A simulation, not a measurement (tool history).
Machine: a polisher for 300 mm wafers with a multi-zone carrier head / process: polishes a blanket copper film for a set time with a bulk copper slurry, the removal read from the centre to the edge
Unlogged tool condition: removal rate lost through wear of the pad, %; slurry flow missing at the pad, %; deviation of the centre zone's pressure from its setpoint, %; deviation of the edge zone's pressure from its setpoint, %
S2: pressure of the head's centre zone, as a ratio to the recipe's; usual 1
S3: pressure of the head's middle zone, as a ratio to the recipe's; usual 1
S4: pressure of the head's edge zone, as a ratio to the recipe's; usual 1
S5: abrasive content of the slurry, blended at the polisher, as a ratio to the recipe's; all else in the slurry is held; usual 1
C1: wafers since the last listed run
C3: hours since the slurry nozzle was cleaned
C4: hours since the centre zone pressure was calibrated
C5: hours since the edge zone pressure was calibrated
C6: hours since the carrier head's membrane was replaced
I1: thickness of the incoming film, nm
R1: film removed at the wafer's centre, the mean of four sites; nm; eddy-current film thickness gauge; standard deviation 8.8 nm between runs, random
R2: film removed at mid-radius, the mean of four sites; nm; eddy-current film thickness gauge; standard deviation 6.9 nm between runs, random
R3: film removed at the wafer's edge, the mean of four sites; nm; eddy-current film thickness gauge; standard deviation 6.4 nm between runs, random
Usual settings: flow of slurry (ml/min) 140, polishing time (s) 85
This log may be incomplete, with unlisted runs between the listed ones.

Run 1, hour 0: usual settings but S2 1.11, S3 0.9; C1 0; wafers polished on this pad 349; C3 139.5; C4 6.4; C5 1109; C6 932.8; I1 3109.7. Result: R1 980.8 nm, R2 808.6 nm, R3 875.7 nm.
Run 2, hour 11.5: usual settings but polishing time (s) 76; C1 77; wafers polished on this pad 427; C3 151; C4 17.9; C5 1120.5; C6 944.3; I1 3139.3. Result: R1 766.2 nm, R2 793.6 nm, R3 793 nm.
Run 3, hour 20.3: usual settings; C1 59; wafers polished on this pad 487; C3 159.8; C4 26.7; C5 1129.3; C6 953.1; I1 3141.8. Result: R1 854.1 nm, R2 877.8 nm, R3 874.7 nm.
Run 4, hour 30.3: usual settings but S2 1.06; C1 67; wafers polished on this pad 554; C3 169.8; C4 36.7; C5 1139.3; C6 963.1; I1 3086.8. Result: R1 919.3 nm, R2 882.2 nm, R3 865.4 nm.
Run 5, hour 47.5: usual settings; C1 116; wafers polished on this pad 671; C3 187; C4 53.9; C5 1156.5; C6 980.3; I1 3091.5. Result: R1 851.7 nm, R2 867.6 nm, R3 857.9 nm.
At hour 61.4: slurry nozzle cleaned.
Run 6, hour 64.3: usual settings but S4 1.03; C1 106; wafers polished on this pad 778; C3 2.9; C4 70.7; C5 1173.3; C6 997.1; I1 3154.3. Result: R1 856.1 nm, R2 864 nm, R3 873.5 nm.
Run 7, hour 70.7: usual settings but S3 0.93; C1 43; wafers polished on this pad 821; C3 9.3; C4 77.1; C5 1179.7; C6 1003.5; I1 3150.6. Result: R1 842.9 nm, R2 817 nm, R3 861.7 nm.
At hour 93.7: edge zone pressure recalibrated.
Run 8, hour 94.3: usual settings but S2 1.11, S3 1.11, S5 1.2; C1 146; wafers polished on this pad 967; C3 32.9; C4 100.7; C5 0.6; C6 1027.1; I1 3079.2. Result: R1 978.2 nm, R2 957.8 nm, R3 885.7 nm.
Run 9, hour 109.9: usual settings; C1 105; wafers polished on this pad 1073; C3 48.5; C4 116.3; C5 16.2; C6 1042.7; I1 3078.8. Result: R1 832.4 nm, R2 857.3 nm, R3 857.3 nm.
Run 10, hour 116.6: usual settings but S2 0.92, polishing time (s) 57; C1 45; wafers polished on this pad 1118; C3 55.2; C4 123; C5 22.9; C6 1049.4; I1 3144.7. Result: R1 518.6 nm, R2 576.9 nm, R3 577.5 nm.
Run 11, hour 127.6: usual settings; C1 74; wafers polished on this pad 1192; C3 66.2; C4 134; C5 33.9; C6 1060.4; I1 3092.9. Result: R1 853.9 nm, R2 863.8 nm, R3 855.5 nm.

Predict the results of run 12:
At hour 131.9: worn pad replaced by a new one.
Run 12, hour 138.4: usual settings but S3 0.96, S5 1.15, polishing time (s) 71; C1 46; wafers polished on this pad 43; C3 77; C4 144.8; C5 44.7; C6 1071.2; I1 3138.7. Result: R1 ?, R2 ?, R3 ?.

R1: 771.3 nm
R2: 756.9 nm
R3: 779.1 nm
With the hidden condition absent and the run-to-run variation left alone, this run would have shown R1 782.2 nm, R2 767.7 nm, R3 790.2 nm.
